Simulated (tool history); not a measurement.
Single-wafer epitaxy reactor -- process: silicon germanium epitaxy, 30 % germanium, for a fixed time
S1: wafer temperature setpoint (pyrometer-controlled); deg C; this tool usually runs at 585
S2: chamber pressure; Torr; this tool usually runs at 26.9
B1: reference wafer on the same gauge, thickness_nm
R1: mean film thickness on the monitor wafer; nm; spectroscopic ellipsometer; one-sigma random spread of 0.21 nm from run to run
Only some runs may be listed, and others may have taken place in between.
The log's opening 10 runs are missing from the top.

run 11 hour=162.4 | S1=585 S2=23.7 | B1=45.882 | R1=44.333
-- hour=168.6 gauge calibrated
run 12 hour=173.1 | S1=585 S2=26.9 | B1=45.831 | R1=45.415
-- hour=194.1 pyrometer calibrated
run 13 hour=194.6 | S1=585 S2=26.9 | B1=45.815 | R1=51.831
run 14 hour=196.2 | S1=577 S2=26.9 | B1=45.863 | R1=43.412
run 15 hour=210 | S1=577 S2=26.9 | B1=45.92 | R1=44.043
-- hour=224.1 showerhead replaced
run 16 hour=224.6 | S1=585 S2=24 | B1=45.797 | R1=50.433
run 17 hour=237 | S1=585 S2=26.9 | B1=45.836 | R1=51.573
run 18 hour=245.9 | S1=585 S2=26.9 | B1=45.766 | R1=51.99
run 19 hour=257.4 | S1=591 S2=21.3 | B1=45.865 | R1=55.558
run 20 hour=272.3 | S1=585 S2=23.7 | B1=45.741 | R1=50.309
run 21 hour=281.3 | S1=585 S2=30.1 | B1=45.741 | R1=53.113
run 22 hour=289.1 | S1=585 S2=26.9 | B1=45.827 | R1=51.459
run 23 hour=305.4 | S1=585 S2=26.9 | B1=45.83 | R1=51.576
run 24 hour=312.1 | S1=576 S2=31.1 | B1=45.864 | R1=44.357
run 25 hour=328.1 | S1=592 S2=20.6 | B1=45.75 | R1=56.512
run 26 hour=338.5 | S1=593 S2=33.5 | B1=45.853 | R1=63.925
run 27 hour=350.5 | S1=572 S2=31.8 | B1=45.806 | R1=40.447
run 28 hour=357.6 | S1=595 S2=32 | B1=45.751 | R1=66.133
run 29 hour=366.6 | S1=585 S2=26.9 | B1=45.788 | R1=51.941
run 30 hour=377.3 | S1=585 S2=21.5 | B1=45.75 | R1=49.476
run 31 hour=391.8 | S1=585 S2=32.2 | B1=45.805 | R1=54.183

What will run 32 give?
run 32 hour=406.1 | S1=579 S2=25.1 | B1=? | R1=?

{"run 32": {"B1": 45.779, "R1": 45.105}}
With no hidden state in the tool, this same run would have given R1 45.16 nm.

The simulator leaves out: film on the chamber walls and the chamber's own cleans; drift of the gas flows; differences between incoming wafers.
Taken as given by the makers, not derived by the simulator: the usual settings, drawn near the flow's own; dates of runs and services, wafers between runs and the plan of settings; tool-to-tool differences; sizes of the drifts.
